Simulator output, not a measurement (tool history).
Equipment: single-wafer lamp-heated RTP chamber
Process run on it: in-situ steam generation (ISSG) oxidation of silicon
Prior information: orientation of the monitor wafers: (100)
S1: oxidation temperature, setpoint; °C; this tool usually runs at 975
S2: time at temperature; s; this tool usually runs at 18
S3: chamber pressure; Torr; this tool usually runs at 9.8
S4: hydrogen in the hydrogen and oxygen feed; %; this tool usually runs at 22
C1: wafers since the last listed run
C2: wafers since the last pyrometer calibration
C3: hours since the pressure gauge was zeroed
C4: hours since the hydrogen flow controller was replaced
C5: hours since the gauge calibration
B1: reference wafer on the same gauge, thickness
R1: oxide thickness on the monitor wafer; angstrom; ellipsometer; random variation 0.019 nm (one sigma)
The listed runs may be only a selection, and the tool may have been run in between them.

run 1 hour=0.0 | S1=975 S2=18 S3=9.8 S4=22 | C1=0 C2=4934 C3=1469.5 C4=5351.0 C5=180.4 | B1=4.519 | R1=46.13
run 2 hour=14.1 | S1=975 S2=18 S3=9.8 S4=22 | C1=169 C2=5104 C3=1483.6 C4=5365.1 C5=194.5 | B1=4.529 | R1=46.39
run 3 hour=41.0 | S1=975 S2=18 S3=9.8 S4=25 | C1=324 C2=5428 C3=1510.5 C4=5392.0 C5=221.4 | B1=4.531 | R1=47.90
run 4 hour=57.1 | S1=975 S2=18 S3=9.8 S4=25 | C1=194 C2=5622 C3=1526.6 C4=5408.1 C5=237.5 | B1=4.541 | R1=47.64
run 5 hour=75.2 | S1=975 S2=18 S3=9.8 S4=25 | C1=218 C2=5840 C3=1544.7 C4=5426.2 C5=255.6 | B1=4.537 | R1=47.76
run 6 hour=94.9 | S1=975 S2=18 S3=9.8 S4=22 | C1=237 C2=6078 C3=1564.4 C4=5445.9 C5=275.3 | B1=4.547 | R1=46.26
run 7 hour=116.1 | S1=963 S2=18 S3=9.8 S4=26 | C1=255 C2=6333 C3=1585.6 C4=5467.1 C5=296.5 | B1=4.543 | R1=46.59
run 8 hour=140.9 | S1=963 S2=18 S3=9.8 S4=26 | C1=298 C2=6632 C3=1610.4 C4=5491.9 C5=321.3 | B1=4.541 | R1=46.58
run 9 hour=169.3 | S1=975 S2=18 S3=9.8 S4=22 | C1=342 C2=6975 C3=1638.8 C4=5520.3 C5=349.7 | B1=4.551 | R1=46.79
-- hour=193.6 pyrometer window cleaned and pyrometer calibrated
run 10 hour=219.4 | S1=975 S2=18 S3=9.8 S4=22 | C1=507 C2=310 C3=1688.9 C4=5570.4 C5=399.8 | B1=4.565 | R1=46.82
run 11 hour=231.5 | S1=975 S2=18 S3=9.8 S4=22 | C1=145 C2=456 C3=1701.0 C4=5582.5 C5=411.9 | B1=4.569 | R1=46.85
run 12 hour=253.9 | S1=975 S2=18 S3=9.8 S4=22 | C1=269 C2=726 C3=1723.4 C4=5604.9 C5=434.3 | B1=4.569 | R1=47.23
run 13 hour=288.2 | S1=975 S2=18 S3=9.8 S4=22 | C1=413 C2=1139 C3=1757.7 C4=5639.2 C5=468.6 | B1=4.575 | R1=46.61
run 14 hour=302.5 | S1=975 S2=18 S3=9.8 S4=22 | C1=172 C2=1312 C3=1772.0 C4=5653.5 C5=482.9 | B1=4.578 | R1=47.09
-- hour=316.2 gauge calibrated
-- hour=321.7 hydrogen flow controller replaced
run 15 hour=333.3 | S1=975 S2=18 S3=10.2 S4=19 | C1=274 C2=1587 C3=1802.8 C4=11.6 C5=17.1 | B1=4.508 | R1=44.13
-- hour=349.8 pressure gauge zeroed
run 16 hour=357.9 | S1=975 S2=25 S3=9.8 S4=31 | C1=200 C2=1787 C3=8.1 C4=36.2 C5=41.7 | B1=4.503 | R1=57.36
run 17 hour=393.8 | S1=975 S2=18 S3=9.8 S4=22 | C1=432 C2=2219 C3=44.0 C4=72.1 C5=77.6 | B1=4.524 | R1=45.98
run 18 hour=407.4 | S1=975 S2=15 S3=9.8 S4=16 | C1=163 C2=2383 C3=57.6 C4=85.7 C5=91.2 | B1=4.521 | R1=40.23
run 19 hour=425.4 | S1=964 S2=18 S3=10.2 S4=22 | C1=216 C2=2600 C3=75.6 C4=103.7 C5=109.2 | B1=4.527 | R1=44.03
run 20 hour=439.5 | S1=961 S2=18 S3=10.2 S4=17 | C1=169 C2=2770 C3=89.7 C4=117.8 C5=123.3 | B1=4.528 | R1=41.74
run 21 hour=468.3 | S1=966 S2=18 S3=9.8 S4=14 | C1=347 C2=3117 C3=118.5 C4=146.6 C5=152.1 | B1=4.540 | R1=41.25
run 22 hour=494.6 | S1=975 S2=18 S3=9.8 S4=13 | C1=316 C2=3434 C3=144.8 C4=172.9 C5=178.4 | B1=4.535 | R1=41.43
run 23 hour=510.6 | S1=975 S2=18 S3=9.8 S4=22 | C1=192 C2=3627 C3=160.8 C4=188.9 C5=194.4 | B1=4.542 | R1=46.72
run 24 hour=538.1 | S1=958 S2=18 S3=9.8 S4=29 | C1=331 C2=3958 C3=188.3 C4=216.4 C5=221.9 | B1=4.538 | R1=46.94
run 25 hour=560.0 | S1=956 S2=18 S3=10.2 S4=22 | C1=263 C2=4222 C3=210.2 C4=238.3 C5=243.8 | B1=4.548 | R1=43.60
run 26 hour=582.5 | S1=975 S2=18 S3=9.8 S4=25 | C1=271 C2=4494 C3=232.7 C4=260.8 C5=266.3 | B1=4.559 | R1=47.90

Each row is a separate what-if for the run after 26, all from the same tool condition, not one after another. Results?
run A hour=582.9 | S1=975 S2=18 S3=9.8 S4=22 | C1=4 C2=4498 C3=233.1 C4=261.2 C5=266.7 | B1=? | R1=?
run B hour=582.9 | S1=984 S2=23 S3=10.2 S4=17 | C1=4 C2=4498 C3=233.1 C4=261.2 C5=266.7 | B1=? | R1=?
run C hour=582.9 | S1=975 S2=18 S3=9.8 S4=12 | C1=4 C2=4498 C3=233.1 C4=261.2 C5=266.7 | B1=? | R1=?
run D hour=582.9 | S1=961 S2=24 S3=9.8 S4=22 | C1=4 C2=4498 C3=233.1 C4=261.2 C5=266.7 | B1=? | R1=?
run E hour=582.9 | S1=975 S2=11 S3=9.4 S4=31 | C1=4 C2=4498 C3=233.1 C4=261.2 C5=266.7 | B1=? | R1=?

run=A B1=4.557 R1=46.38
run=B B1=4.557 R1=50.26
run=C B1=4.557 R1=40.81
run=D B1=4.557 R1=50.09
run=E B1=4.557 R1=41.61
What these runs would have given with no unlogged condition in the tool:
run=A R1=45.93
run=B R1=49.77
run=C R1=40.42
run=D R1=49.61
run=E R1=41.20

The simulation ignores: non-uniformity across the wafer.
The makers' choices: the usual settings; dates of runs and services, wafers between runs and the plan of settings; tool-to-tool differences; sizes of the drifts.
